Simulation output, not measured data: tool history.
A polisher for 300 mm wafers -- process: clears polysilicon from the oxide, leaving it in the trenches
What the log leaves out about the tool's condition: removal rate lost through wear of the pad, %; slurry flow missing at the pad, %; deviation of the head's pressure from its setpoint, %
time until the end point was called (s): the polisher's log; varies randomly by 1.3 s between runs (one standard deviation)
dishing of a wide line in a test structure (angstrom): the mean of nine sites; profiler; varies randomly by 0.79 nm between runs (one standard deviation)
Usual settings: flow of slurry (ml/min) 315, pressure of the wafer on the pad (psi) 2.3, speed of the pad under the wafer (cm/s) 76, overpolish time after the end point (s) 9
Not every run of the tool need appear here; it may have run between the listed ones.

| run | hour | flow of slurry (ml/min) | pressure of the wafer on the pad (psi) | speed of the pad under the wafer (cm/s) | overpolish time after the end point (s) | wafers since the last listed run | wafers polished on this pad | hours since the slurry nozzle was cleaned | hours since the head pressure was calibrated | incoming thickness of the incoming film, nm | time until the end point was called (s) | dishing of a wide line in a test structure (angstrom) |
|---|---|---|---|---|---|---|---|---|---|---|---|---|
| 1 | 0 | 315 | 2.3 | 76 | 9 | 0 | 1171 | 399.3 | 642.9 | 757.7 | 103.9 | 443 |
|  | 6.7 | worn pad replaced by a new one, repeated, since the last time left the tool worse |
|  | 14.2 | head pressure recalibrated |
| 2 | 17.5 | 315 | 2.3 | 76 | 9 | 139 | 106 | 416.8 | 3.3 | 759.7 | 85.9 | 492 |
|  | 21.6 | slurry nozzle cleaned |
| 3 | 27.5 | 255 | 2.5 | 76 | 9 | 108 | 215 | 5.9 | 13.3 | 760.1 | 84.2 | 480 |
| 4 | 38.2 | 255 | 2.5 | 76 | 9 | 129 | 345 | 16.6 | 24 | 758.7 | 85.7 | 489 |
| 5 | 50.8 | 315 | 2.3 | 76 | 9 | 152 | 497 | 29.2 | 36.6 | 763.1 | 90.5 | 487 |
| 6 | 60 | 315 | 2.3 | 76 | 9 | 111 | 609 | 38.4 | 45.8 | 757.2 | 90.3 | 456 |
| 7 | 67.2 | 315 | 2.3 | 76 | 9 | 87 | 696 | 45.6 | 53 | 757.6 | 91 | 466 |
| 8 | 82 | 315 | 2.6 | 76 | 9 | 179 | 875 | 60.4 | 67.8 | 749.5 | 82.6 | 500 |
| 9 | 97.1 | 315 | 2.6 | 76 | 9 | 182 | 1058 | 75.5 | 82.9 | 760.2 | 82.7 | 509 |
| 10 | 112.9 | 315 | 2.6 | 76 | 9 | 191 | 1249 | 91.3 | 98.7 | 750.2 | 82.8 | 492 |
| 11 | 119 | 415 | 2.3 | 76 | 9 | 73 | 1323 | 97.4 | 104.8 | 762.6 | 87.5 | 488 |
| 12 | 127.8 | 315 | 2.3 | 76 | 9 | 106 | 1430 | 106.2 | 113.6 | 764.3 | 93.4 | 467 |
| 13 | 134.4 | 315 | 2.3 | 76 | 9 | 79 | 1509 | 112.8 | 120.2 | 749.9 | 91.4 | 475 |
| 14 | 150 | 315 | 2.3 | 64 | 7 | 188 | 1698 | 128.4 | 135.8 | 772.4 | 108 | 380 |
|  | 159.1 | worn pad replaced by a new one |
| 15 | 159.6 | 315 | 2.3 | 76 | 12 | 67 | 6 | 138 | 145.4 | 775 | 89.4 | 552 |
| 16 | 168.8 | 315 | 2.3 | 84 | 9 | 111 | 117 | 147.2 | 154.6 | 761 | 81.5 | 499 |
| 17 | 180.6 | 405 | 2.3 | 102 | 9 | 142 | 260 | 159 | 166.4 | 759 | 65.4 | 541 |
| 18 | 215.4 | 270 | 2.7 | 90 | 13 | 421 | 681 | 193.8 | 201.2 | 744.4 | 68 | 596 |
| 19 | 225.2 | 315 | 2.3 | 76 | 9 | 118 | 800 | 203.6 | 211 | 747.1 | 91 | 465 |
| 20 | 236.1 | 315 | 2 | 76 | 9 | 131 | 932 | 214.5 | 221.9 | 755.8 | 102.5 | 441 |
| 21 | 249.2 | 340 | 2.3 | 60 | 9 | 158 | 1091 | 227.6 | 235 | 763 | 115.5 | 414 |
| 22 | 265.8 | 315 | 2.3 | 68 | 9 | 200 | 1292 | 244.2 | 251.6 | 755.2 | 100.8 | 442 |
| 23 | 272.1 | 215 | 1.9 | 88 | 9 | 76 | 1368 | 250.5 | 257.9 | 756.2 | 97.1 | 465 |
|  | 283.2 | worn pad replaced by a new one |
| 24 | 286.5 | 235 | 2.3 | 58 | 11 | 125 | 39 | 264.9 | 272.3 | 767.7 | 118.7 | 466 |
| 25 | 303.3 | 220 | 1.9 | 100 | 11 | 203 | 243 | 281.7 | 289.1 | 746.6 | 84.3 | 529 |
| 26 | 321 | 275 | 2.3 | 76 | 9 | 214 | 457 | 299.4 | 306.8 | 748.1 | 88.7 | 469 |
| 27 | 336.1 | 420 | 2.3 | 76 | 9 | 182 | 640 | 314.5 | 321.9 | 764.1 | 87.4 | 489 |
| 28 | 346.6 | 275 | 2.7 | 76 | 13 | 127 | 767 | 325 | 332.4 | 767.7 | 82.3 | 568 |
| 29 | 359.4 | 375 | 2.3 | 76 | 9 | 154 | 922 | 337.8 | 345.2 | 755.3 | 91.4 | 476 |
| 30 | 376.1 | 315 | 2.3 | 76 | 9 | 202 | 1124 | 354.5 | 361.9 | 749.9 | 91.6 | 473 |
| 31 | 388.1 | 315 | 2.3 | 76 | 9 | 145 | 1269 | 366.5 | 373.9 | 765.1 | 91.2 | 460 |
| 32 | 404.1 | 315 | 2.6 | 84 | 9 | 193 | 1463 | 382.5 | 389.9 | 756.2 | 77 | 516 |
| 33 | 412.2 | 275 | 2.7 | 76 | 13 | 98 | 1561 | 390.6 | 398 | 753.9 | 80.7 | 572 |
|  | 424.5 | worn pad replaced by a new one |
| 34 | 426.7 | 400 | 1.6 | 84 | 9 | 127 | 26 | 405.1 | 412.5 | 769.2 | 105.1 | 454 |

How would selected steps in time until the end point was called (s) from run to run divide? Give the signed amount a tool lacking its hidden state would still show from settings, what came in and random variation, and the signed amount left for the hidden state, including any gauge scatter that is not in both of the compared results.
Run 1 -> 2: worn pad replaced by a new one, repeated, since the last time left the tool worse, head pressure recalibrated. time until the end point was called (s) -18: hidden state -14.9, all else -3.1.
Run 14 -> 15: speed of the pad under the wafer (cm/s) 64 -> 76, overpolish time after the end point (s) 7 -> 12, worn pad replaced by a new one. time until the end point was called (s) -18.6: hidden state -5.9, all else -12.7.
Run 18 -> 19: flow of slurry (ml/min) 270 -> 315, pressure of the wafer on the pad (psi) 2.7 -> 2.3, speed of the pad under the wafer (cm/s) 90 -> 76, overpolish time after the end point (s) 13 -> 9. time until the end point was called (s) +23: hidden state +1.4, all else +21.6.
Run 24 -> 25: flow of slurry (ml/min) 235 -> 220, pressure of the wafer on the pad (psi) 2.3 -> 1.9, speed of the pad under the wafer (cm/s) 58 -> 100. time until the end point was called (s) -34.4: hidden state +1.1, all else -35.5.
Run 33 -> 34: flow of slurry (ml/min) 275 -> 400, pressure of the wafer on the pad (psi) 2.7 -> 1.6, speed of the pad under the wafer (cm/s) 76 -> 84, overpolish time after the end point (s) 13 -> 9, worn pad replaced by a new one. time until the end point was called (s) +24.4: hidden state -4.5, all else +28.9.
